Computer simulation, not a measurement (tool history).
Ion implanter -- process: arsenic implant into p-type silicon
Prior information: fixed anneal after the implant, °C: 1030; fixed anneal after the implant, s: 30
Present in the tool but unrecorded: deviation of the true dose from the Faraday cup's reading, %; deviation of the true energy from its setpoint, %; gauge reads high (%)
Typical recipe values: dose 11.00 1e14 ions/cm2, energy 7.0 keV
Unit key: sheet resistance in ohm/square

run   hour   dose  energy  wafers since the last listed run  hours since the last dose calibration  hours since the extraction supply was calibrated  hours since the gauge calibration  read-back reference wafer on the same gauge, sheet resistance  sheet resistance
  1    0.0  11.00     7.0                                 0                                 1894.7                                            3304.5                              116.5                                                         122.80            120.53
  2   32.1  11.00     7.0                               414                                 1926.8                                            3336.6                              148.6                                                         122.79            120.13
  3   58.8  11.00     8.5                               344                                 1953.5                                            3363.3                              175.3                                                         123.04            119.49
  4   93.3  11.00     8.5                               445                                 1988.0                                            3397.8                              209.8                                                         123.14            120.04
  5  116.6  11.00     7.0                               300                                 2011.3                                            3421.1                              233.1                                                         123.61            121.22
  6  145.7  11.00     7.0                               375                                 2040.4                                            3450.2                              262.2                                                         123.48            120.49
  7  164.4  11.00     7.0                               241                                 2059.1                                            3468.9                              280.9                                                         123.55            121.61
  8  194.1  11.00     7.0                               383                                 2088.8                                            3498.6                              310.6                                                         123.88            120.84
  9  227.4  11.00     7.0                               430                                 2122.1                                            3531.9                              343.9                                                         123.61            122.00
 10  247.9  11.00     5.0                               264                                 2142.6                                            3552.4                              364.4                                                         124.25            122.97
 11  278.2  11.00     7.0                               391                                 2172.9                                            3582.7                              394.7                                                         123.85            121.42
 12  295.1  11.00     7.0                               218                                 2189.8                                            3599.6                              411.6                                                         124.06            122.26
     330.8  -- extraction supply calibrated
 13  331.3   9.85     7.0                               364                                 2226.0                                               0.5                              447.8                                                         124.36            129.90
     359.3  -- Faraday cup replaced and dose calibrated
 14  359.8   8.80     8.0                               264                                    0.5                                              29.0                              476.3                                                         124.50            141.25
 15  375.6   9.94     9.0                               204                                   16.3                                              44.8                              492.1                                                         124.38            128.10
 16  404.3  11.00     7.0                               370                                   45.0                                              73.5                              520.8                                                         125.08            122.92
 17  435.8  13.84     6.0                               406                                   76.5                                             105.0                              552.3                                                         125.33            109.66
 18  469.5  13.05     6.0                               435                                  110.2                                             138.7                              586.0                                                         125.81            112.53
     485.9  -- gauge calibrated
 19  504.1  11.89     6.5                               446                                  144.8                                             173.3                               18.2                                                         122.91            115.72
 20  528.2  12.35     7.0                               311                                  168.9                                             197.4                               42.3                                                         122.87            113.29
 21  555.1  12.36     8.5                               347                                  195.8                                             224.3                               69.2                                                         122.94            111.89
 22  590.1  12.03     8.0                               452                                  230.8                                             259.3                              104.2                                                         122.97            113.45
 23  617.4  13.42     7.0                               352                                  258.1                                             286.6                              131.5                                                         123.17            108.29
 24  646.2  11.00     7.0                               372                                  286.9                                             315.4                              160.3                                                         123.23            120.61
 25  661.9  13.21     7.0                               202                                  302.6                                             331.1                              176.0                                                         123.34            109.19
 26  697.0  11.00     7.0                               453                                  337.7                                             366.2                              211.1                                                         123.40            120.36
 27  714.3   8.57     4.5                               223                                  355.0                                             383.5                              228.4                                                         123.39            144.60

Forecast each of these 3 alternatives for the next run:
  A  714.7  11.00     7.0                                 5                                  355.4                                             383.9                              228.8                                                              ?                 ?
  B  714.7   9.65     6.0                                 5                                  355.4                                             383.9                              228.8                                                              ?                 ?
  C  714.7   8.82     5.0                                 5                                  355.4                                             383.9                              228.8                                                              ?                 ?

run  read-back reference wafer on the same gauge, sheet resistance  sheet resistance
  A                                                         123.41            120.87
  B                                                         123.41            131.63
  C                                                         123.41            140.49
Without the tool's hidden state the same runs would have given:
run  sheet resistance
  A            120.50
  B            131.23
  C            140.06
